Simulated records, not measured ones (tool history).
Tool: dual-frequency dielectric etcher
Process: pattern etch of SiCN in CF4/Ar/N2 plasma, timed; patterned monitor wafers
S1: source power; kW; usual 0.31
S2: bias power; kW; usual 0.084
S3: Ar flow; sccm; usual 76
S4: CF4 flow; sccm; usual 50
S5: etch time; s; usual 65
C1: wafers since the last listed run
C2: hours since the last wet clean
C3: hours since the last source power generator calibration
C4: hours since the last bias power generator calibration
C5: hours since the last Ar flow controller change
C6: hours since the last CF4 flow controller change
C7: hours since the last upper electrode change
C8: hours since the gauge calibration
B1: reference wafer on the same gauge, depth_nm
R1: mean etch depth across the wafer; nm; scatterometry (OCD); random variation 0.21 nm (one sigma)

| run | hour | S1 | S2 | S3 | S4 | S5 | C1 | C2 | C3 | C4 | C5 | C6 | C7 | C8 | B1 | R1 |
|---|---|---|---|---|---|---|---|---|---|---|---|---|---|---|---|---|
| 1 | 0 | 0.31 | 0.092 | 76 | 60 | 65 | 0 | 107.5 | 152.1 | 1869.9 | 4540 | 5890.7 | 2013.7 | 420.3 | 43.84 | 46.61 |
|  | 19.5 | CF4 flow controller replaced |
| 2 | 53 | 0.31 | 0.084 | 76 | 50 | 54.5 | 457 | 160.5 | 205.1 | 1922.9 | 4593 | 33.5 | 2066.7 | 473.3 | 43.82 | 36.71 |
| 3 | 79.1 | 0.28 | 0.084 | 76 | 50 | 65 | 253 | 186.6 | 231.2 | 1949 | 4619.1 | 59.6 | 2092.8 | 499.4 | 43.74 | 40.78 |
| 4 | 131.9 | 0.33 | 0.084 | 76 | 43 | 47.5 | 513 | 239.4 | 284 | 2001.8 | 4671.9 | 112.4 | 2145.6 | 552.2 | 43.84 | 32.02 |
| 5 | 185 | 0.31 | 0.084 | 76 | 50 | 65 | 516 | 292.5 | 337.1 | 2054.9 | 4725 | 165.5 | 2198.7 | 605.3 | 43.77 | 43.18 |
| 6 | 219.9 | 0.31 | 0.084 | 85 | 50 | 54 | 339 | 327.4 | 372 | 2089.8 | 4759.9 | 200.4 | 2233.6 | 640.2 | 43.81 | 35.33 |
| 7 | 271 | 0.31 | 0.099 | 91 | 62 | 58 | 497 | 378.5 | 423.1 | 2140.9 | 4811 | 251.5 | 2284.7 | 691.3 | 43.8 | 42.39 |
|  | 310.5 | upper electrode replaced |
|  | 320.4 | bias power generator calibrated |
| 8 | 330.1 | 0.35 | 0.104 | 84 | 50 | 74 | 302 | 437.6 | 482.2 | 9.7 | 4870.1 | 310.6 | 19.6 | 750.4 | 43.85 | 58.32 |
| 9 | 378.4 | 0.31 | 0.084 | 76 | 50 | 65 | 469 | 485.9 | 530.5 | 58 | 4918.4 | 358.9 | 67.9 | 798.7 | 43.84 | 42.53 |
|  | 405.5 | Ar flow controller replaced |
| 10 | 425.4 | 0.33 | 0.069 | 70 | 50 | 65 | 398 | 532.9 | 577.5 | 105 | 19.9 | 405.9 | 114.9 | 845.7 | 43.83 | 40.23 |
| 11 | 486.8 | 0.31 | 0.084 | 76 | 50 | 65 | 597 | 594.3 | 638.9 | 166.4 | 81.3 | 467.3 | 176.3 | 907.1 | 43.76 | 42.4 |
| 12 | 526.5 | 0.28 | 0.098 | 95 | 50 | 48 | 386 | 634 | 678.6 | 206.1 | 121 | 507 | 216 | 946.8 | 43.78 | 31.07 |
|  | 556.5 | wet clean of the chamber |
| 13 | 562.6 | 0.33 | 0.084 | 76 | 50 | 65 | 117 | 6.1 | 714.7 | 242.2 | 157.1 | 543.1 | 252.1 | 982.9 | 43.76 | 45.33 |
| 14 | 605.7 | 0.34 | 0.084 | 76 | 50 | 46.5 | 419 | 49.2 | 757.8 | 285.3 | 200.2 | 586.2 | 295.2 | 1026 | 43.78 | 32.76 |
| 15 | 668.5 | 0.31 | 0.098 | 64 | 43 | 65 | 610 | 112 | 820.6 | 348.1 | 263 | 649 | 358 | 1088.8 | 43.82 | 46.96 |
| 16 | 695.3 | 0.35 | 0.066 | 86 | 57 | 65 | 260 | 138.8 | 847.4 | 374.9 | 289.8 | 675.8 | 384.8 | 1115.6 | 43.71 | 40.92 |
| 17 | 758.4 | 0.24 | 0.084 | 76 | 50 | 75.5 | 613 | 201.9 | 910.5 | 438 | 352.9 | 738.9 | 447.9 | 1178.7 | 43.82 | 43.39 |
| 18 | 808.2 | 0.31 | 0.084 | 76 | 50 | 65 | 484 | 251.7 | 960.3 | 487.8 | 402.7 | 788.7 | 497.7 | 1228.5 | 43.86 | 42.88 |
| 19 | 840.9 | 0.23 | 0.084 | 76 | 50 | 65 | 318 | 284.4 | 993 | 520.5 | 435.4 | 821.4 | 530.4 | 1261.2 | 43.85 | 36.18 |
| 20 | 896.8 | 0.26 | 0.084 | 91 | 58 | 48.5 | 543 | 340.3 | 1048.9 | 576.4 | 491.3 | 877.3 | 586.3 | 1317.1 | 43.78 | 28.86 |

5 ways to go on from here, each from the tool as it stands after run 20. What would each give?
| A | 897.2 | 0.31 | 0.084 | 76 | 50 | 65 | 3 | 340.7 | 1049.3 | 576.8 | 491.7 | 877.7 | 586.7 | 1317.5 | ? | ? |
| B | 897.2 | 0.31 | 0.084 | 59 | 50 | 47.5 | 3 | 340.7 | 1049.3 | 576.8 | 491.7 | 877.7 | 586.7 | 1317.5 | ? | ? |
| C | 897.2 | 0.31 | 0.084 | 76 | 50 | 83 | 3 | 340.7 | 1049.3 | 576.8 | 491.7 | 877.7 | 586.7 | 1317.5 | ? | ? |
| D | 897.2 | 0.24 | 0.084 | 76 | 50 | 76.5 | 3 | 340.7 | 1049.3 | 576.8 | 491.7 | 877.7 | 586.7 | 1317.5 | ? | ? |
| E | 897.2 | 0.31 | 0.084 | 76 | 41 | 65 | 3 | 340.7 | 1049.3 | 576.8 | 491.7 | 877.7 | 586.7 | 1317.5 | ? | ? |

| run | B1 | R1 |
|---|---|---|
| A | 43.86 | 43 |
| B | 43.86 | 32.35 |
| C | 43.86 | 54.91 |
| D | 43.86 | 43.63 |
| E | 43.86 | 41.91 |
Without the tool's hidden state the same runs would have given:
| run | R1 |
|---|---|
| A | 43.73 |
| B | 32.9 |
| C | 55.84 |
| D | 44.38 |
| E | 42.63 |
